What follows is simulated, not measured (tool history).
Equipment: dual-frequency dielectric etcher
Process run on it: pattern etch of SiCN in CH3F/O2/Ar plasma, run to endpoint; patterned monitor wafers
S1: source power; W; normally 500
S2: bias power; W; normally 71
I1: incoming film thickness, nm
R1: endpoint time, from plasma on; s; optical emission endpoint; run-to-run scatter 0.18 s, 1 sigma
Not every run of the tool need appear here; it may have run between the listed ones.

run,hour,S1,S2,I1,R1
1,0,500,58,8.58,23.3
2,14.1,500,71,8.57,22
3,26.3,500,71,8.68,22.2
4,51.1,500,71,8.64,22
5,69.8,500,71,8.66,22
6,82.6,500,71,8.71,22.3
7,110.8,500,71,8.54,21.5
8,132.1,500,71,8.67,21.8
# hour 156: source power generator calibrated
# hour 170.9: wet clean of the chamber
9,171.4,500,71,8.51,22
10,176.1,570,77,8.54,20.4
# hour 202.1: bias power generator calibrated
# hour 226: upper electrode replaced
11,226.5,550,87,8.53,19.5
12,241.3,500,71,8.6,22.1
13,258.2,440,76,8.57,22.3
14,272.8,400,63,8.62,24.8
15,285.1,500,71,8.62,22
16,318.9,400,63,8.6,24.9
17,344.4,580,71,8.56,20.4
18,374.9,440,71,8.56,23
19,407.9,500,71,8.67,21.8
20,439,560,88,8.54,19
21,463,410,63,8.54,23.9

3 options for the next run, each taken on its own from the tool as it stands now. Forecast them:
A,463.4,430,71,8.69,?
B,463.4,530,58,8.69,?
C,463.4,540,64,8.69,?

run,R1
A,23.1
B,22.8
C,21.9
The same runs, with their run-to-run variation unchanged, on a tool lacking any hidden condition would have given:
run,R1
A,24.1
B,23.8
C,22.9
